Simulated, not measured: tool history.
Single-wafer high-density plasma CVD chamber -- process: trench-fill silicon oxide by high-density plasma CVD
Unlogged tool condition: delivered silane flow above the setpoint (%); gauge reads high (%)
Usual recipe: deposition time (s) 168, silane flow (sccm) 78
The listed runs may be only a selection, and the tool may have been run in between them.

| run | day | deposition time (s) | silane flow (sccm) | wafers since the last listed run | hours since the silane flow controller was replaced | hours since the gauge calibration | read-back reference wafer on the same gauge, thickness_nm | mean film thickness on the monitor wafer (angstrom) |
|---|---|---|---|---|---|---|---|---|
| 1 | 0 | 168 | 69 | 0 | 5232.6 | 234.1 | 1449.861 | 10281.47 |
| 2 | 1.5 | 168 | 69 | 419 | 5268.6 | 270.1 | 1449.913 | 10297.21 |
| 3 | 3.433 | 168 | 78 | 540 | 5315 | 316.5 | 1449.914 | 11644.13 |
| 4 | 4.608 | 168 | 78 | 328 | 5343.2 | 344.7 | 1449.654 | 11639.8 |
| 5 | 7.238 | 168 | 78 | 735 | 5406.3 | 407.8 | 1449.971 | 11529.71 |
| 6 | 8.708 | 168 | 78 | 411 | 5441.6 | 443.1 | 1449.451 | 11572.76 |
|  | 9.904 | silane flow controller replaced |
| 7 | 11.538 | 168 | 78 | 698 | 39.2 | 511 | 1449.164 | 12684.28 |
| 8 | 14.142 | 168 | 78 | 728 | 101.7 | 573.5 | 1450.403 | 12641.67 |
| 9 | 15.408 | 168 | 78 | 354 | 132.1 | 603.9 | 1450.989 | 12672.93 |
| 10 | 16.688 | 189 | 83 | 357 | 162.8 | 634.6 | 1450.22 | 15156.49 |
| 11 | 18.042 | 196 | 90 | 378 | 195.3 | 667.1 | 1449.618 | 17038.08 |
| 12 | 19.158 | 168 | 78 | 312 | 222.1 | 693.9 | 1449.842 | 12682.69 |
|  | 19.95 | gauge calibrated |
| 13 | 20.225 | 168 | 78 | 298 | 247.7 | 6.6 | 1449.307 | 12716.23 |
| 14 | 21.471 | 168 | 69 | 348 | 277.6 | 36.5 | 1450.08 | 11168.84 |
| 15 | 22.958 | 152 | 68 | 416 | 313.3 | 72.2 | 1449.752 | 9994.77 |
| 16 | 25.542 | 191 | 70 | 722 | 375.3 | 134.2 | 1450.343 | 12902.06 |
| 17 | 26.612 | 151 | 69 | 299 | 401 | 159.9 | 1449.544 | 10040.77 |
| 18 | 27.912 | 168 | 78 | 363 | 432.2 | 191.1 | 1450.356 | 12661.66 |
| 19 | 29.717 | 135 | 88 | 504 | 475.5 | 234.4 | 1450.542 | 11533.55 |

Exercise: give the hidden state of the tool at every run:
gauge reads high (%): 0 in every run
H1: delivered silane flow above the setpoint (%)
| run | H1 |
|---|---|
| 1 | -7.82 |
| 2 | -7.92 |
| 3 | -8.05 |
| 4 | -8.12 |
| 5 | -8.3 |
| 6 | -8.4 |
| 7 | 0.339 |
| 8 | 0.337 |
| 9 | 0.335 |
| 10 | 0.333 |
| 11 | 0.329 |
| 12 | 0.327 |
| 13 | 0.323 |
| 14 | 0.319 |
| 15 | 0.314 |
| 16 | 0.303 |
| 17 | 0.297 |
| 18 | 0.29 |
| 19 | 0.28 |
